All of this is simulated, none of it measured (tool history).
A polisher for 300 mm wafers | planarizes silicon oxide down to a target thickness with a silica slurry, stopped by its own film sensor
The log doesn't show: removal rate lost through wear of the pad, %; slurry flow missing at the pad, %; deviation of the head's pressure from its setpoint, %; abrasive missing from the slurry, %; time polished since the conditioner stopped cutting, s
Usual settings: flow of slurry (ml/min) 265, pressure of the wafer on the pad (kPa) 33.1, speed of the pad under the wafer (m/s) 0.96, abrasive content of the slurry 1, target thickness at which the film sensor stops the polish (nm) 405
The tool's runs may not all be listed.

run   hour  flow of slurry (ml/min)  pressure of the wafer on the pad (kPa)  speed of the pad under the wafer (m/s)  abrasive content of the slurry  target thickness at which the film sensor stops the polish (nm)  wafers since the last listed run  wafers polished on this pad  hours since the slurry nozzle was cleaned  hours since the head pressure was calibrated  hours since the slurry blender was calibrated  hours since the conditioning disc was replaced  incoming thickness of the incoming film, nm  time until the film sensor stopped the polish (s)
  1      0                      265                                    33.1                                    0.96                               1                                                              405                                 0                         1113                                      696.4                                         105.2                                             83                                           414.9                                        724.3                                               81.6
  2   57.6                      265                                    33.1                                    0.96                               1                                                              405                               595                         1709                                        754                                         162.8                                          140.6                                           472.5                                        722.4                                               82.2
      90.6  -- slurry nozzle cleaned
      98.7  -- conditioning disc replaced and pad reconditioned
     128.9  -- worn pad replaced by a new one
       221  -- slurry blender recalibrated
  3  223.1                      265                                    33.1                                    0.96                               1                                                              405                              1618                          953                                      132.5                                         328.3                                            2.1                                           124.4                                        728.3                                               83.8
  4  263.9                      265                                    33.1                                    0.96                             1.1                                                              456                               421                         1375                                      173.3                                         369.1                                           42.9                                           165.2                                        713.8                                               64.7
  5  327.3                      265                                    33.1                                    0.96                             1.1                                                              456                               655                         2030                                      236.7                                         432.5                                          106.3                                           228.6                                        723.9                                               66.5
  6  362.2                      265                                    33.1                                    0.96                               1                                                              405                               360                         2391                                      271.6                                         467.4                                          141.2                                           263.5                                        723.2                                               84.5
  7    406                      265                                    33.1                                    0.96                               1                                                              405                               452                         2844                                      315.4                                         511.2                                            185                                           307.3                                          719                                               82.6
     414.1  -- worn pad replaced by a new one
     460.4  -- slurry blender recalibrated
  8  469.2                      265                                    33.1                                    0.96                               1                                                              405                               591                          548                                      378.6                                         574.4                                            8.8                                           370.5                                        714.1                                               83.5
     481.8  -- head pressure recalibrated
     518.1  -- conditioning disc replaced and pad reconditioned
  9  535.3                      265                                    33.1                                    0.96                               1                                                              405                               642                         1191                                      444.7                                          53.5                                           74.9                                            17.2                                        723.7                                               83.1
 10  567.4                      265                                    33.1                                    0.96                               1                                                              469                               331                         1523                                      476.8                                          85.6                                            107                                            49.3                                        717.1                                               63.3
 11    639                      265                                    33.1                                    0.96                               1                                                              469                               740                         2263                                      548.4                                         157.2                                          178.6                                           120.9                                        731.6                                               69.7
     695.7  -- worn pad replaced by a new one
 12  709.3                      265                                    33.1                                    0.96                               1                                                              405                               685                          141                                      618.7                                         227.5                                          248.9                                           191.2                                        728.8                                               82.1
     739.7  -- slurry blender recalibrated
 13  759.9                      265                                    30.3                                    0.96                               1                                                              405                               502                          643                                      669.3                                         278.1                                           20.2                                           241.8                                        732.9                                               91.5
       815  -- slurry nozzle cleaned
 14  832.8                      265                                    27.6                                    0.96                               1                                                              405                               743                         1387                                       17.8                                           351                                           93.1                                           314.7                                        730.7                                              103.9
 15  870.2                      265                                    33.1                                    1.08                               1                                                              405                               386                         1773                                       55.2                                         388.4                                          130.5                                           352.1                                        727.7                                               79.6
 16  926.8                      340                                    33.1                                    0.96                               1                                                              315                               585                         2359                                      111.8                                           445                                          187.1                                           408.7                                        727.4                                              107.8
 17  950.8                      265                                    33.1                                    0.96                               1                                                              405                               248                         2607                                      135.8                                           469                                          211.1                                           432.7                                        716.9                                               81.5
 18  980.3                      340                                      40                                    0.74                               1                                                              405                               305                         2912                                      165.3                                         498.5                                          240.6                                           462.2                                        735.3                                               81.8

The next listed run, before its measurement:
     1003.7  -- slurry blender recalibrated
     1008.4  -- worn pad replaced by a new one
     1014.4  -- conditioning disc replaced and pad reconditioned
     1030.5  -- head pressure recalibrated
 19  1147.5                      265                                    33.1                                     1.1                               1                                                              405                              1625                         1396                                      332.5                                           117                                          143.8                                           133.1                                        717.4                                                  ?

Run 19 gave time until the film sensor stopped the polish (s) 75.9.
Without the tool's hidden state the same run would have given time until the film sensor stopped the polish (s) 75.9.

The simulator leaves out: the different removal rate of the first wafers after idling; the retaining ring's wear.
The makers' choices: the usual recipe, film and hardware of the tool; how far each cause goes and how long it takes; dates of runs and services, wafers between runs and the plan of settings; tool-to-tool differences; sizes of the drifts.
